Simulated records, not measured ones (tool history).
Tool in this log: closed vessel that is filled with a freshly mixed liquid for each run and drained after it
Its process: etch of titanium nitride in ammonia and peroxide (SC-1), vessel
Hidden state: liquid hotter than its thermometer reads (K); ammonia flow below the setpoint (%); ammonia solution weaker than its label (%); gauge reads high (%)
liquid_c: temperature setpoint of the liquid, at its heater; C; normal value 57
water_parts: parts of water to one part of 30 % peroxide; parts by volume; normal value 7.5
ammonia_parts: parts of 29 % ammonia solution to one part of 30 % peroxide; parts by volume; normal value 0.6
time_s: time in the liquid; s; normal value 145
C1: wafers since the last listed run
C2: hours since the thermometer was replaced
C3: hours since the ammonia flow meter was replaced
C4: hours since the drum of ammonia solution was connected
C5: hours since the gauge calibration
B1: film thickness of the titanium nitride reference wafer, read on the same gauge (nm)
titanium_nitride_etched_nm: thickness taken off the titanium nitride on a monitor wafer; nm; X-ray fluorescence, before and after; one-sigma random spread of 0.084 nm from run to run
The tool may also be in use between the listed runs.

Run 1, day 0: usual settings; C1 0; C2 919.9; C3 825.9; C4 350.5; C5 1030.9; B1 70.01. Result: titanium_nitride_etched_nm 18.72 nm.
Run 2, day 1.512: usual settings; C1 2400; C2 956.2; C3 862.2; C4 386.8; C5 1067.2; B1 70.01. Result: titanium_nitride_etched_nm 18.62 nm.
Run 3, day 5.617: usual settings but liquid_c 64 C; C1 6514; C2 1054.7; C3 960.7; C4 485.3; C5 1165.7; B1 70. Result: titanium_nitride_etched_nm 29.47 nm.
At day 13.588: new drum of ammonia solution connected.
Run 4, day 17.883: usual settings but liquid_c 64 C; C1 19404; C2 1349.1; C3 1255.1; C4 103.1; C5 1460.1; B1 70. Result: titanium_nitride_etched_nm 29.68 nm.
Run 5, day 22.217: usual settings; C1 6878; C2 1453.1; C3 1359.1; C4 207.1; C5 1564.1; B1 69.99. Result: titanium_nitride_etched_nm 18.75 nm.
Run 6, day 25.262: usual settings; C1 4834; C2 1526.2; C3 1432.2; C4 280.2; C5 1637.2; B1 70.01. Result: titanium_nitride_etched_nm 18.77 nm.
Run 7, day 27.725: usual settings; C1 3908; C2 1585.3; C3 1491.3; C4 339.3; C5 1696.3; B1 69.99. Result: titanium_nitride_etched_nm 18.73 nm.
Run 8, day 29.425: usual settings; C1 2698; C2 1626.1; C3 1532.1; C4 380.1; C5 1737.1; B1 70. Result: titanium_nitride_etched_nm 18.76 nm.
Run 9, day 41.658: usual settings but time_s 170 s; C1 19417; C2 1919.7; C3 1825.7; C4 673.7; C5 2030.7; B1 69.99. Result: titanium_nitride_etched_nm 21.68 nm.
At day 43.133: thermometer replaced.
Run 10, day 44.588: usual settings but time_s 80 s; C1 4583; C2 34.9; C3 1896; C4 744; C5 2101; B1 70.01. Result: titanium_nitride_etched_nm 10.17 nm.
Run 11, day 48.942: usual settings but liquid_c 51.5 C, water_parts 10.5 parts by volume; C1 6911; C2 139.4; C3 2000.5; C4 848.5; C5 2205.5; B1 70. Result: titanium_nitride_etched_nm 10.71 nm.
At day 49.108: new drum of ammonia solution connected.
Run 12, day 52.396: usual settings but liquid_c 66.5 C, water_parts 10.5 parts by volume; C1 5416; C2 222.3; C3 2083.4; C4 78.9; C5 2288.4; B1 69.99. Result: titanium_nitride_etched_nm 29.28 nm.
Run 13, day 54.788: usual settings; C1 3796; C2 279.7; C3 2140.8; C4 136.3; C5 2345.8; B1 69.98. Result: titanium_nitride_etched_nm 18.85 nm.
At day 55.988: ammonia flow meter replaced.
Run 14, day 66.433: usual settings; C1 18418; C2 559.2; C3 250.7; C4 415.8; C5 2625.3; B1 70. Result: titanium_nitride_etched_nm 18.63 nm.
At day 67.675: gauge calibrated.
Run 15, day 69.475: usual settings but time_s 185 s; C1 4827; C2 632.2; C3 323.7; C4 488.8; C5 43.2; B1 69.99. Result: titanium_nitride_etched_nm 23.76 nm.
Run 16, day 72.562: usual settings; C1 4900; C2 706.3; C3 397.8; C4 562.9; C5 117.3; B1 70.01. Result: titanium_nitride_etched_nm 18.5 nm.
Run 17, day 76.367: usual settings but liquid_c 49 C, ammonia_parts 0.35 parts by volume; C1 6038; C2 797.6; C3 489.1; C4 654.2; C5 208.6; B1 70.04. Result: titanium_nitride_etched_nm 9.78 nm.
Run 18, day 79.042: usual settings; C1 4245; C2 861.8; C3 553.3; C4 718.4; C5 272.8; B1 70.01. Result: titanium_nitride_etched_nm 18.37 nm.
Run 19, day 81.762: usual settings but ammonia_parts 0.45 parts by volume; C1 4318; C2 927.1; C3 618.6; C4 783.7; C5 338.1; B1 69.99. Result: titanium_nitride_etched_nm 17.55 nm.
At day 84.3: new drum of ammonia solution connected.
Run 20, day 85.125: usual settings; C1 5271; C2 1007.8; C3 699.3; C4 19.8; C5 418.8; B1 69.98. Result: titanium_nitride_etched_nm 18.88 nm.
Run 21, day 88.379: usual settings but water_parts 9.5 parts by volume, ammonia_parts 0.3 parts by volume; C1 5165; C2 1085.9; C3 777.4; C4 97.9; C5 496.9; B1 70.01. Result: titanium_nitride_etched_nm 14.7 nm.
Run 22, day 91.154: usual settings; C1 4404; C2 1152.5; C3 844; C4 164.5; C5 563.5; B1 70.01. Result: titanium_nitride_etched_nm 18.74 nm.
Run 23, day 95.321: usual settings but liquid_c 64.5 C, water_parts 5 parts by volume, ammonia_parts 0.85 parts by volume, time_s 65 s; C1 6613; C2 1252.5; C3 944; C4 264.5; C5 663.5; B1 69.98. Result: titanium_nitride_etched_nm 17.52 nm.
Run 24, day 107.383: usual settings but water_parts 5 parts by volume; C1 19146; C2 1542; C3 1233.5; C4 554; C5 953; B1 69.96. Result: titanium_nitride_etched_nm 22.74 nm.
Run 25, day 109.617: usual settings but ammonia_parts 0.35 parts by volume; C1 3544; C2 1595.6; C3 1287.1; C4 607.6; C5 1006.6; B1 70. Result: titanium_nitride_etched_nm 16.83 nm.
Run 26, day 114.017: usual settings but water_parts 5 parts by volume, ammonia_parts 0.45 parts by volume, time_s 110 s; C1 6983; C2 1701.2; C3 1392.7; C4 713.2; C5 1112.2; B1 70.02. Result: titanium_nitride_etched_nm 16.32 nm.
At day 114.933: thermometer replaced.
Run 27, day 116.65: usual settings but liquid_c 63 C, water_parts 11.5 parts by volume, ammonia_parts 0.85 parts by volume, time_s 225 s; C1 4113; C2 41.2; C3 1455.9; C4 776.4; C5 1175.4; B1 70. Result: titanium_nitride_etched_nm 36.25 nm.
Run 28, day 118.362: usual settings; C1 2718; C2 82.3; C3 1497; C4 817.5; C5 1216.5; B1 70. Result: titanium_nitride_etched_nm 18.32 nm.

Some steps in titanium_nitride_etched_nm between neighbouring runs. How much of each would the tool show without its hidden state too (settings, what came in, random variation), and how much is left for the hidden state, with any gauge scatter that isn't in both results?
Run 11 -> 12: liquid_c 51.5 -> 66.5, new drum of ammonia solution connected. titanium_nitride_etched_nm +18.57 nm: hidden state +0.19, all else +18.38.
Run 26 -> 27: liquid_c 57 -> 63, water_parts 5 -> 11.5, ammonia_parts 0.45 -> 0.85, time_s 110 -> 225, thermometer replaced. titanium_nitride_etched_nm +19.93 nm: hidden state -0.5, all else +20.43.
Run 27 -> 28: liquid_c 63 -> 57, water_parts 11.5 -> 7.5, ammonia_parts 0.85 -> 0.6, time_s 225 -> 145. titanium_nitride_etched_nm -17.93 nm: hidden state +0.4, all else -18.33.
